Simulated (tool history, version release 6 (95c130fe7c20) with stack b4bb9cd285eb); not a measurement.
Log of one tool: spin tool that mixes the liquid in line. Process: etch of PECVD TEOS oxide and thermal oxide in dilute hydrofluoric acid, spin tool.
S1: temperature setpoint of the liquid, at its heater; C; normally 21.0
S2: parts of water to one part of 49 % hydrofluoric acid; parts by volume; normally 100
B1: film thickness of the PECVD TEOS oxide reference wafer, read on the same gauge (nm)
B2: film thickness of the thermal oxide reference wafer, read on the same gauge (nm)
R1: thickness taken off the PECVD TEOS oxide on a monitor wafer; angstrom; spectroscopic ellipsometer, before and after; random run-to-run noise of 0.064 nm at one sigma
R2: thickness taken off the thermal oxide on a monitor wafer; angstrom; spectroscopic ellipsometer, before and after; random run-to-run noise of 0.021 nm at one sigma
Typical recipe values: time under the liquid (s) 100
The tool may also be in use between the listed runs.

run 1 hour=0.0 | S1=22.5 S2=80 time_under_the_liquid_(s)=100 | B1=29.99 B2=150.019 | R1=148.0 R2=54.09
-- hour=36.0 thermometer replaced
run 2 hour=58.4 | S1=21.0 S2=100 time_under_the_liquid_(s)=100 | B1=30.01 B2=150.006 | R1=109.7 R2=39.80
run 3 hour=89.7 | S1=19.0 S2=85 time_under_the_liquid_(s)=50 | B1=30.00 B2=149.986 | R1=60.5 R2=22.07
run 4 hour=119.0 | S1=21.0 S2=100 time_under_the_liquid_(s)=100 | B1=29.98 B2=149.990 | R1=108.9 R2=39.93
run 5 hour=155.4 | S1=24.5 S2=100 time_under_the_liquid_(s)=45 | B1=29.99 B2=150.019 | R1=57.1 R2=20.67
run 6 hour=183.4 | S1=25.0 S2=65 time_under_the_liquid_(s)=100 | B1=30.03 B2=149.998 | R1=206.7 R2=75.76
run 7 hour=253.5 | S1=21.0 S2=100 time_under_the_liquid_(s)=100 | B1=30.00 B2=150.010 | R1=108.7 R2=40.30
run 8 hour=305.8 | S1=22.5 S2=80 time_under_the_liquid_(s)=100 | B1=30.02 B2=149.996 | R1=150.7 R2=54.96
run 9 hour=331.8 | S1=24.5 S2=115 time_under_the_liquid_(s)=100 | B1=30.00 B2=149.989 | R1=107.9 R2=39.51
run 10 hour=362.9 | S1=21.0 S2=100 time_under_the_liquid_(s)=100 | B1=29.99 B2=150.008 | R1=109.6 R2=40.24
run 11 hour=419.1 | S1=21.0 S2=100 time_under_the_liquid_(s)=100 | B1=30.00 B2=150.001 | R1=109.8 R2=40.47
run 12 hour=463.0 | S1=21.0 S2=100 time_under_the_liquid_(s)=100 | B1=29.99 B2=150.014 | R1=110.9 R2=40.07
run 13 hour=506.0 | S1=17.5 S2=70 time_under_the_liquid_(s)=135 | B1=30.00 B2=149.998 | R1=191.6 R2=70.06
run 14 hour=556.6 | S1=21.0 S2=115 time_under_the_liquid_(s)=100 | B1=29.97 B2=150.009 | R1=94.8 R2=34.47
run 15 hour=582.6 | S1=21.0 S2=100 time_under_the_liquid_(s)=130 | B1=30.00 B2=149.992 | R1=144.7 R2=52.44
run 16 hour=632.9 | S1=19.5 S2=100 time_under_the_liquid_(s)=145 | B1=30.01 B2=149.971 | R1=153.2 R2=55.34
run 17 hour=660.6 | S1=25.0 S2=100 time_under_the_liquid_(s)=100 | B1=29.99 B2=150.002 | R1=132.3 R2=47.36
run 18 hour=700.5 | S1=21.0 S2=100 time_under_the_liquid_(s)=120 | B1=30.01 B2=150.008 | R1=133.6 R2=48.97
run 19 hour=769.6 | S1=17.0 S2=120 time_under_the_liquid_(s)=100 | B1=30.01 B2=149.984 | R1=77.0 R2=28.19
run 20 hour=812.2 | S1=21.0 S2=135 time_under_the_liquid_(s)=120 | B1=29.97 B2=150.003 | R1=97.1 R2=34.93
run 21 hour=883.4 | S1=21.0 S2=115 time_under_the_liquid_(s)=145 | B1=29.98 B2=149.992 | R1=139.5 R2=50.62
run 22 hour=927.4 | S1=23.0 S2=130 time_under_the_liquid_(s)=60 | B1=30.02 B2=149.996 | R1=54.8 R2=19.83
run 23 hour=989.1 | S1=18.5 S2=100 time_under_the_liquid_(s)=65 | B1=30.00 B2=150.016 | R1=66.2 R2=24.14
run 24 hour=1047.1 | S1=23.5 S2=100 time_under_the_liquid_(s)=70 | B1=30.01 B2=149.976 | R1=87.5 R2=31.90
run 25 hour=1086.3 | S1=17.0 S2=145 time_under_the_liquid_(s)=65 | B1=30.02 B2=150.014 | R1=41.0 R2=14.95
run 26 hour=1153.8 | S1=21.0 S2=75 time_under_the_liquid_(s)=125 | B1=29.99 B2=150.012 | R1=195.3 R2=70.47

4 ways to go on from here, each from the tool as it stands after run 26. What would each give?
run A hour=1154.2 | S1=21.0 S2=100 time_under_the_liquid_(s)=100 | B1=? B2=? | R1=? R2=?
run B hour=1154.2 | S1=21.0 S2=145 time_under_the_liquid_(s)=100 | B1=? B2=? | R1=? R2=?
run C hour=1154.2 | S1=24.0 S2=145 time_under_the_liquid_(s)=130 | B1=? B2=? | R1=? R2=?
run D hour=1154.2 | S1=26.0 S2=85 time_under_the_liquid_(s)=60 | B1=? B2=? | R1=? R2=?

run=A B1=29.98 B2=150.009 R1=112.8 R2=41.31
run=B B1=29.98 B2=150.009 R1=74.1 R2=27.15
run=C B1=29.98 B2=150.009 R1=108.3 R2=39.68
run=D B1=29.98 B2=150.009 R1=99.0 R2=36.28
The same runs, with their run-to-run variation unchanged, on a tool lacking any hidden condition would have given:
run=A R1=108.0 R2=39.58
run=B R1=70.9 R2=25.97
run=C R1=103.6 R2=37.94
run=D R1=94.9 R2=34.76
